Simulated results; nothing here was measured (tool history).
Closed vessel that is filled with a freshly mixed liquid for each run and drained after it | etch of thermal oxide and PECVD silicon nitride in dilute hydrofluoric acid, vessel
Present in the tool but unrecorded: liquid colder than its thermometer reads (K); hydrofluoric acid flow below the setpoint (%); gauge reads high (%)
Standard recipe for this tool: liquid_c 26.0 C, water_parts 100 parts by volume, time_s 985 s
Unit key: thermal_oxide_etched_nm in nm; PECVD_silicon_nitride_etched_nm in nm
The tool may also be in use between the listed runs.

run    hour  liquid_c  water_parts  time_s  wafers since the last listed run  hours since the thermometer was replaced  hours since the hydrofluoric acid flow meter was replaced  hours since the gauge calibration  read-back film thickness of the thermal oxide reference wafer, read on the same gauge (nm)  read-back film thickness of the PECVD silicon nitride reference wafer, read on the same gauge (nm)  thermal_oxide_etched_nm  PECVD_silicon_nitride_etched_nm
  1     0.0      26.0           90    1245                                 0                                    1700.7                                                     1963.8                             1750.6                                                                                       30.00                                                                                               29.99                    74.52                            73.61
  2    90.3      26.0          100     985                              3993                                    1791.0                                                     2054.1                             1840.9                                                                                       30.02                                                                                               30.02                    52.49                            52.61
  3   186.2      26.0          100     985                              4241                                    1886.9                                                     2150.0                             1936.8                                                                                       30.02                                                                                               30.01                    52.03                            52.25
  4   279.8      26.0          100     985                              4139                                    1980.5                                                     2243.6                             2030.4                                                                                       29.97                                                                                               30.00                    52.34                            52.56
      281.3  -- gauge calibrated
  5   351.4      26.0          100     985                              3166                                    2052.1                                                     2315.2                               70.1                                                                                       30.01                                                                                               29.97                    51.87                            52.70
      397.1  -- hydrofluoric acid flow meter replaced
  6   437.4      26.0          100     985                              3759                                    2138.1                                                       40.3                              156.1                                                                                       30.00                                                                                               29.98                    52.63                            52.37
  7   485.0      26.0          100     985                              2105                                    2185.7                                                       87.9                              203.7                                                                                       29.99                                                                                               30.00                    52.46                            52.62
  8   530.6      26.0           85     985                              2016                                    2231.3                                                      133.5                              249.3                                                                                       29.99                                                                                               30.01                    62.47                            61.90
  9   608.6      28.0          130    1140                              3449                                    2309.3                                                      211.5                              327.3                                                                                       29.99                                                                                               30.00                    48.14                            52.71
      676.9  -- thermometer replaced
 10   711.1      24.5          100     495                              4489                                      34.2                                                      314.0                              429.8                                                                                       30.00                                                                                               30.00                    24.80                            23.90
 11   793.0      28.0          100     415                              3622                                     116.1                                                      395.9                              511.7                                                                                       30.02                                                                                               29.99                    23.79                            25.23
 12   868.0      27.5          135    1495                              3317                                     191.1                                                      470.9                              586.7                                                                                       29.99                                                                                               30.00                    59.56                            64.69
 13   975.0      26.0          100     985                              4732                                     298.1                                                      577.9                              693.7                                                                                       30.02                                                                                               29.97                    51.91                            52.35
 14  1072.7      29.0          100    1330                              4321                                     395.8                                                      675.6                              791.4                                                                                       29.98                                                                                               29.99                    79.12                            85.73
 15  1177.1      21.5           80     695                              4617                                     500.2                                                      780.0                              895.8                                                                                       29.99                                                                                               30.01                    39.21                            34.39
 16  1405.8      23.5           55    1215                             10115                                     728.9                                                     1008.7                             1124.5                                                                                       29.98                                                                                               30.01                   112.14                            98.94
 17  1651.7      26.0          100     985                             10876                                     974.8                                                     1254.6                             1370.4                                                                                       30.01                                                                                               30.01                    52.42                            52.76
 18  1717.8      26.0           75     985                              2923                                    1040.9                                                     1320.7                             1436.5                                                                                       29.99                                                                                               29.99                    71.52                            69.35
 19  1768.7      26.0           50    1560                              2251                                    1091.8                                                     1371.6                             1487.4                                                                                       29.98                                                                                               30.00                   177.66                           165.42
 20  1871.5      26.0          100     985                              4546                                    1194.6                                                     1474.4                             1590.2                                                                                       29.99                                                                                               30.02                    52.64                            52.58
 21  1955.0      26.0          125     395                              3693                                    1278.1                                                     1557.9                             1673.7                                                                                       30.00                                                                                               30.00                    16.21                            16.91
 22  2047.7      26.0          100     985                              4100                                    1370.8                                                     1650.6                             1766.4                                                                                       29.98                                                                                               29.97                    52.12                            52.62
 23  2094.4      24.5          100     825                              2065                                    1417.5                                                     1697.3                             1813.1                                                                                       30.01                                                                                               30.02                    41.06                            39.92
 24  2180.5      26.0          100     985                              3808                                    1503.6                                                     1783.4                             1899.2                                                                                       30.00                                                                                               29.99                    52.11                            52.52
 25  2273.4      30.5          100     410                              4108                                    1596.5                                                     1876.3                             1992.1                                                                                       29.98                                                                                               30.00                    25.85                            29.24
 26  2360.4      24.5          135     405                              3848                                    1683.5                                                     1963.3                             2079.1                                                                                       29.98                                                                                               30.02                    14.42                            14.64

Each row is a separate what-if for the run after 26, all from the same tool condition, not one after another. Results?
  A  2361.3      26.0          150     985                                39                                    1684.4                                                     1964.2                             2080.0                                                                                           ?                                                                                                   ?                        ?                                ?
  B  2361.3      30.0          150     405                                39                                    1684.4                                                     1964.2                             2080.0                                                                                           ?                                                                                                   ?                        ?                                ?
  C  2361.3      26.0          100    1455                                39                                    1684.4                                                     1964.2                             2080.0                                                                                           ?                                                                                                   ?                        ?                                ?

run  read-back film thickness of the thermal oxide reference wafer, read on the same gauge (nm)  read-back film thickness of the PECVD silicon nitride reference wafer, read on the same gauge (nm)  thermal_oxide_etched_nm  PECVD_silicon_nitride_etched_nm
  A                                                                                       30.01                                                                                               30.01                    32.53                            34.88
  B                                                                                       30.01                                                                                               30.01                    15.49                            18.40
  C                                                                                       30.01                                                                                               30.01                    76.70                            77.15
With the hidden condition removed and each run's random variation left untouched, the same runs would have given:
run  thermal_oxide_etched_nm  PECVD_silicon_nitride_etched_nm
  A                    32.53                            34.88
  B                    15.49                            18.40
  C                    76.70                            77.15

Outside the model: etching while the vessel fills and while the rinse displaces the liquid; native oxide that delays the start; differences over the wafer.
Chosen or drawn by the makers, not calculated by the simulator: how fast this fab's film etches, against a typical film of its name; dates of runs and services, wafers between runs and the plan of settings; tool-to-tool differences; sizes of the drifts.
